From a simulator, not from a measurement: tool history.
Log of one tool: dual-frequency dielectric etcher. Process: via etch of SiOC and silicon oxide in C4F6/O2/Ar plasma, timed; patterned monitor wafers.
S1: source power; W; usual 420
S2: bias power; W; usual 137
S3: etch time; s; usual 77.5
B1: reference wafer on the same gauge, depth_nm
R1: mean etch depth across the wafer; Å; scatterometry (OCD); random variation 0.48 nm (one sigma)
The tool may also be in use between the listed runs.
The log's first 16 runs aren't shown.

Run 17, hour 435.4: usual settings but S1 340 W, S2 127 W; B1 69.2. Result: R1 701 Å.
Run 18, hour 460.5: usual settings but S2 152 W; B1 69.2. Result: R1 838 Å.
Run 19, hour 479.6: usual settings but S1 370 W, S2 154 W; B1 69.2. Result: R1 771 Å.
Run 20, hour 512.4: usual settings but S1 340 W, S2 106 W, S3 87.0 s; B1 69.2. Result: R1 737 Å.
At hour 554.3: wet clean of the chamber.
Run 21, hour 554.8: usual settings but S1 460 W, S2 120 W, S3 63.0 s; B1 69.2. Result: R1 677 Å.
Run 22, hour 572.3: usual settings; B1 69.2. Result: R1 814 Å.
Run 23, hour 604.9: usual settings but S1 490 W; B1 69.2. Result: R1 899 Å.
Run 24, hour 622.7: usual settings; B1 69.3. Result: R1 817 Å.
Run 25, hour 650.8: usual settings; B1 69.2. Result: R1 820 Å.
Run 26, hour 726.3: usual settings but S1 340 W, S2 115 W; B1 69.2. Result: R1 670 Å.
Run 27, hour 759.0: usual settings but S3 85.0 s; B1 69.2. Result: R1 893 Å.
Run 28, hour 778.3: usual settings but S1 500 W, S2 167 W, S3 96.0 s; B1 69.1. Result: R1 1175 Å.
Run 29, hour 799.2: usual settings but S1 380 W, S2 154 W, S3 85.5 s; B1 69.2. Result: R1 869 Å.
Run 30, hour 811.9: usual settings but S3 84.5 s; B1 69.1. Result: R1 895 Å.
Run 31, hour 832.7: usual settings; B1 69.2. Result: R1 821 Å.

3 ways to go on from here, each from the tool as it stands after run 31. What would each give?
Run A, hour 833.1: usual settings but S1 480 W; B1 ?. Result: R1 ?.
Run B, hour 833.1: usual settings but S2 118 W; B1 ?. Result: R1 ?.
Run C, hour 833.1: usual settings but S1 460 W; B1 ?. Result: R1 ?.

run    B1   R1
  A  69.2  883
  B  69.2  783
  C  69.2  861
Without the tool's hidden state the same runs would have given:
run   R1
  A  880
  B  780
  C  858

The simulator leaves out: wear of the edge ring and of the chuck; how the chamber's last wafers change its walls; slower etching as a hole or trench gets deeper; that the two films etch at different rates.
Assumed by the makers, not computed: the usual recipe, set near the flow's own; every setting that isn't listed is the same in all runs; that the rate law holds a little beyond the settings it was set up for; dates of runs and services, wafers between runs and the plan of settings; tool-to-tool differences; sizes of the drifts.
